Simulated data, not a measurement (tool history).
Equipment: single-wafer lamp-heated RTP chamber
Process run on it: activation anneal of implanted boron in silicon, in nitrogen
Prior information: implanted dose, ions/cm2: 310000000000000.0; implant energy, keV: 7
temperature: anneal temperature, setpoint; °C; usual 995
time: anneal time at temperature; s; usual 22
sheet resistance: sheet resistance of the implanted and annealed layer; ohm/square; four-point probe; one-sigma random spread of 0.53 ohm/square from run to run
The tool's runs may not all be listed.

run,hour,temperature,time,"read-back reference wafer on the same gauge, sheet resistance",sheet resistance
1,0.0,995,30,375.28,349.45
2,22.7,995,22,375.02,350.86
3,38.1,995,22,374.88,349.69
# hour 61.3: pyrometer window cleaned and pyrometer calibrated
4,62.4,995,22,375.25,352.49
5,76.6,995,25,374.84,351.52
6,99.4,995,25,374.99,351.33
7,118.8,995,22,374.85,351.93
8,153.7,971,26,374.95,359.01
9,184.6,1023,28,374.98,345.20
# hour 218.1: pyrometer window cleaned and pyrometer calibrated
10,218.6,974,9,375.11,365.11
11,247.9,995,33,374.81,349.30
# hour 250.5: gauge calibrated
12,267.4,987,30,374.95,351.62
# hour 284.2: reflector plate cleaned
13,291.7,1020,11,375.09,350.46
14,324.2,987,26,375.14,351.98
15,339.1,995,25,375.06,350.09
16,358.9,995,22,375.02,350.32

Run-by-run hidden state of the tool:
wafer temperature error from the tarnished reflector plate, K: 0 in every run
gauge reads high (%): 0 in every run
H1: true wafer temperature minus pyrometer reading, K
run,H1
1,8.08
2,10.5
3,12.4
4,1.48
5,1.56
6,1.99
7,2.64
8,4.49
9,6.84
10,2.3
11,2.61
12,3.15
13,4.21
14,6.27
15,7.46
16,9.29

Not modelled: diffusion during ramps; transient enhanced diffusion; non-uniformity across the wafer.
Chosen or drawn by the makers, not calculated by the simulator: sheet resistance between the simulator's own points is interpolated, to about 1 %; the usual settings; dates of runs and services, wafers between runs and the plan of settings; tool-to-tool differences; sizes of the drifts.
